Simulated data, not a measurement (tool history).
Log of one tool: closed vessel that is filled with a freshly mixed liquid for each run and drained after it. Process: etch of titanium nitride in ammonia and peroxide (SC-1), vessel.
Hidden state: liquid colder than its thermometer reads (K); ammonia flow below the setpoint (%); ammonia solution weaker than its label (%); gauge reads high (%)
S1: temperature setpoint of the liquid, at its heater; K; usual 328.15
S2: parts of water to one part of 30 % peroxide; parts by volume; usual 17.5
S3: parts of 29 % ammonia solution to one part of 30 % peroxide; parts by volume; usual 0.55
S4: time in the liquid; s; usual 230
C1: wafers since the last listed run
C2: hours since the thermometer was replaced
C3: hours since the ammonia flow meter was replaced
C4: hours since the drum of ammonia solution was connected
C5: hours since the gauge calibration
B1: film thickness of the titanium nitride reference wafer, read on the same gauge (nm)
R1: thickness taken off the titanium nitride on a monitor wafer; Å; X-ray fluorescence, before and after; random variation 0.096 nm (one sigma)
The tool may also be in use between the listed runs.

| run | day | S1 | S2 | S3 | S4 | C1 | C2 | C3 | C4 | C5 | B1 | R1 |
|---|---|---|---|---|---|---|---|---|---|---|---|---|
| 1 | 0 | 328.15 | 17.5 | 0.55 | 230 | 0 | 2144.3 | 649.2 | 270.9 | 415.7 | 120 | 90.2 |
|  | 0.017 | gauge calibrated |
| 2 | 1.142 | 328.15 | 17.5 | 0.55 | 230 | 1522 | 2171.7 | 676.6 | 298.3 | 27 | 119.98 | 90.2 |
| 3 | 2.733 | 328.15 | 17.5 | 0.55 | 230 | 2123 | 2209.9 | 714.8 | 336.5 | 65.2 | 120.01 | 90.7 |
| 4 | 5.321 | 328.15 | 17.5 | 0.55 | 230 | 3451 | 2272 | 776.9 | 398.6 | 127.3 | 120.03 | 88.8 |
| 5 | 6.983 | 328.15 | 17.5 | 0.55 | 230 | 2217 | 2311.9 | 816.8 | 438.5 | 167.2 | 120.03 | 88.2 |
| 6 | 8.342 | 324.15 | 17.5 | 0.55 | 230 | 1811 | 2344.5 | 849.4 | 471.1 | 199.8 | 120 | 68 |
| 7 | 9.679 | 328.15 | 17.5 | 0.55 | 230 | 1784 | 2376.6 | 881.5 | 503.2 | 231.9 | 119.99 | 89 |
| 8 | 11.179 | 328.15 | 17.5 | 0.55 | 230 | 2000 | 2412.6 | 917.5 | 539.2 | 267.9 | 120 | 89 |
|  | 13 | thermometer replaced |
| 9 | 13.142 | 328.15 | 17.5 | 0.55 | 230 | 2562 | 3.4 | 964.6 | 586.3 | 315 | 120.05 | 105.7 |
| 10 | 15.679 | 328.15 | 12.5 | 0.65 | 230 | 3384 | 64.3 | 1025.5 | 647.2 | 375.9 | 120.02 | 128.2 |
|  | 16.554 | gauge calibrated |
| 11 | 18.283 | 321.65 | 17.5 | 0.75 | 230 | 3473 | 126.8 | 1088 | 709.7 | 41.5 | 120.03 | 70.9 |
| 12 | 20.05 | 336.65 | 17.5 | 0.55 | 160 | 2356 | 169.2 | 1130.4 | 752.1 | 83.9 | 120.03 | 126.9 |
| 13 | 22.612 | 328.15 | 17.5 | 0.55 | 230 | 3418 | 230.7 | 1191.9 | 813.6 | 145.4 | 119.98 | 101.4 |
| 14 | 23.621 | 333.65 | 17.5 | 0.55 | 230 | 1344 | 254.9 | 1216.1 | 837.8 | 169.6 | 120.04 | 147.8 |
|  | 24.612 | ammonia flow meter replaced |
| 15 | 26.238 | 328.15 | 17.5 | 0.55 | 230 | 3434 | 317.7 | 39 | 900.6 | 232.4 | 119.98 | 105.2 |
|  | 28.762 | new drum of ammonia solution connected |
| 16 | 29.012 | 328.15 | 17.5 | 0.65 | 230 | 3645 | 384.3 | 105.6 | 6 | 299 | 120 | 106 |
| 17 | 31.671 | 328.15 | 26.5 | 0.55 | 365 | 3545 | 448.1 | 169.4 | 69.8 | 362.8 | 120.03 | 128.4 |
|  | 34 | gauge calibrated |
| 18 | 34.483 | 328.15 | 12.5 | 0.55 | 160 | 3751 | 515.6 | 236.9 | 137.3 | 11.6 | 119.99 | 84.7 |
| 19 | 36.725 | 328.15 | 17.5 | 0.7 | 230 | 2990 | 569.4 | 290.7 | 191.1 | 65.4 | 119.94 | 105.2 |

5 ways to go on from here, each from the tool as it stands after run 19. What would each give?
| A | 36.754 | 328.15 | 25 | 0.55 | 230 | 38 | 570.1 | 291.4 | 191.8 | 66.1 | ? | ? |
| B | 36.754 | 325.15 | 22 | 0.8 | 230 | 38 | 570.1 | 291.4 | 191.8 | 66.1 | ? | ? |
| C | 36.754 | 332.65 | 17.5 | 0.65 | 230 | 38 | 570.1 | 291.4 | 191.8 | 66.1 | ? | ? |
| D | 36.754 | 328.15 | 21.5 | 0.3 | 135 | 38 | 570.1 | 291.4 | 191.8 | 66.1 | ? | ? |
| E | 36.754 | 320.65 | 11.5 | 0.65 | 305 | 38 | 570.1 | 291.4 | 191.8 | 66.1 | ? | ? |

| run | B1 | R1 |
|---|---|---|
| A | 119.96 | 82.8 |
| B | 119.96 | 77.6 |
| C | 119.96 | 140.8 |
| D | 119.96 | 47.2 |
| E | 119.96 | 102.8 |
Without the tool's hidden state the same runs would have given:
| run | R1 |
|---|---|
| A | 87.2 |
| B | 81.8 |
| C | 148.1 |
| D | 49.7 |
| E | 108.5 |

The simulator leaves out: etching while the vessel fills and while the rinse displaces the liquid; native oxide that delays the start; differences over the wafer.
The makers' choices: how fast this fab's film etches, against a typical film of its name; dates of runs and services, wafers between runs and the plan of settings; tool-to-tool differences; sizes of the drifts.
